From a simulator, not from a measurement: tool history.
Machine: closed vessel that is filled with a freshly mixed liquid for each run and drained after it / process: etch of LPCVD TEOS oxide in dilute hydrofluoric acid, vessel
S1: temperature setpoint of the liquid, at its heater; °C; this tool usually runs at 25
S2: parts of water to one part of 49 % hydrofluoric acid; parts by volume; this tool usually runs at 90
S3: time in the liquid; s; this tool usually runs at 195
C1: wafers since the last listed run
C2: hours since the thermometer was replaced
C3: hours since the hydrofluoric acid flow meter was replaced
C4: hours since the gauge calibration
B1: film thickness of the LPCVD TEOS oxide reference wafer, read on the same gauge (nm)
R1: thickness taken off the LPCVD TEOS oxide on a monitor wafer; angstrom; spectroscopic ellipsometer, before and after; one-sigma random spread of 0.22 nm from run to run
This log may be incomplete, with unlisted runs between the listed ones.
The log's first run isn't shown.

Run 2, hour 36.4: usual settings but S1 21 °C; C1 2274; C2 324.3; C3 1871.4; C4 1045.9; B1 39.97. Result: R1 359.5 angstrom.
Run 3, hour 73.1: usual settings but S1 21 °C; C1 2293; C2 361; C3 1908.1; C4 1082.6; B1 40.02. Result: R1 356.8 angstrom.
Run 4, hour 124.3: usual settings but S2 105 parts by volume, S3 160 s; C1 3199; C2 412.2; C3 1959.3; C4 1133.8; B1 40.02. Result: R1 292.6 angstrom.
Run 5, hour 150.9: usual settings but S2 105 parts by volume, S3 160 s; C1 1662; C2 438.8; C3 1985.9; C4 1160.4; B1 40.02. Result: R1 292.2 angstrom.
Run 6, hour 221.7: usual settings but S2 105 parts by volume, S3 160 s; C1 4424; C2 509.6; C3 2056.7; C4 1231.2; B1 39.98. Result: R1 295.1 angstrom.
Run 7, hour 256.5: usual settings but S1 23 °C; C1 2174; C2 544.4; C3 2091.5; C4 1266; B1 40.02. Result: R1 391.2 angstrom.
Run 8, hour 307.3: usual settings but S1 23 °C; C1 3174; C2 595.2; C3 2142.3; C4 1316.8; B1 39.97. Result: R1 393 angstrom.
Run 9, hour 349.3: usual settings but S1 23 °C; C1 2624; C2 637.2; C3 2184.3; C4 1358.8; B1 39.99. Result: R1 396.9 angstrom.
Run 10, hour 394.4: usual settings; C1 2818; C2 682.3; C3 2229.4; C4 1403.9; B1 39.96. Result: R1 425.2 angstrom.
At hour 408.6: thermometer replaced.
Run 11, hour 447.9: usual settings but S3 270 s; C1 3280; C2 39.3; C3 2282.9; C4 1457.4; B1 39.95. Result: R1 590.2 angstrom.
Run 12, hour 488.4: usual settings but S3 270 s; C1 2531; C2 79.8; C3 2323.4; C4 1497.9; B1 40.02. Result: R1 588.1 angstrom.
Run 13, hour 553.8: usual settings but S1 26.5 °C, S3 105 s; C1 4087; C2 145.2; C3 2388.8; C4 1563.3; B1 39.94. Result: R1 244.2 angstrom.
Run 14, hour 588.4: usual settings but S1 22.5 °C, S2 65 parts by volume; C1 2162; C2 179.8; C3 2423.4; C4 1597.9; B1 39.94. Result: R1 552.4 angstrom.
Run 15, hour 742.6: usual settings but S3 305 s; C1 9636; C2 334; C3 2577.6; C4 1752.1; B1 40. Result: R1 674.8 angstrom.
Run 16, hour 795.5: usual settings; C1 3305; C2 386.9; C3 2630.5; C4 1805; B1 39.98. Result: R1 430.6 angstrom.
At hour 843.7: gauge calibrated.
At hour 858.4: hydrofluoric acid flow meter replaced.
Run 17, hour 865: usual settings but S1 20.5 °C, S2 105 parts by volume, S3 90 s; C1 4280; C2 456.4; C3 6.6; C4 21.3; B1 39.97. Result: R1 127.9 angstrom.
Run 18, hour 919.9: usual settings but S1 28.5 °C, S2 75 parts by volume; C1 3430; C2 511.3; C3 61.5; C4 76.2; B1 40.01. Result: R1 566.5 angstrom.
Run 19, hour 945.1: usual settings but S1 28.5 °C, S2 60 parts by volume, S3 230 s; C1 1574; C2 536.5; C3 86.7; C4 101.4; B1 39.98. Result: R1 855.3 angstrom.
Run 20, hour 1151.6: usual settings but S2 70 parts by volume; C1 12905; C2 743; C3 293.2; C4 307.9; B1 40. Result: R1 529.6 angstrom.
At hour 1190: thermometer replaced.
Run 21, hour 1343.6: usual settings but S1 21 °C, S2 120 parts by volume; C1 11936; C2 153.6; C3 485.2; C4 499.9; B1 40. Result: R1 251.9 angstrom.
Run 22, hour 1371.1: usual settings but S2 50 parts by volume, S3 300 s; C1 1718; C2 181.1; C3 512.7; C4 527.4; B1 39.99. Result: R1 1178 angstrom.

Forecast run 23:
Run 23, hour 1416.3: usual settings but S1 28 °C, S3 140 s; C1 2824; C2 226.3; C3 557.9; C4 572.6; B1 ?. Result: R1 ?.

{"run 23": {"B1": 39.96, "R1": 329}}
With the hidden condition absent and the run-to-run variation left alone, this run would have shown R1 321 angstrom.
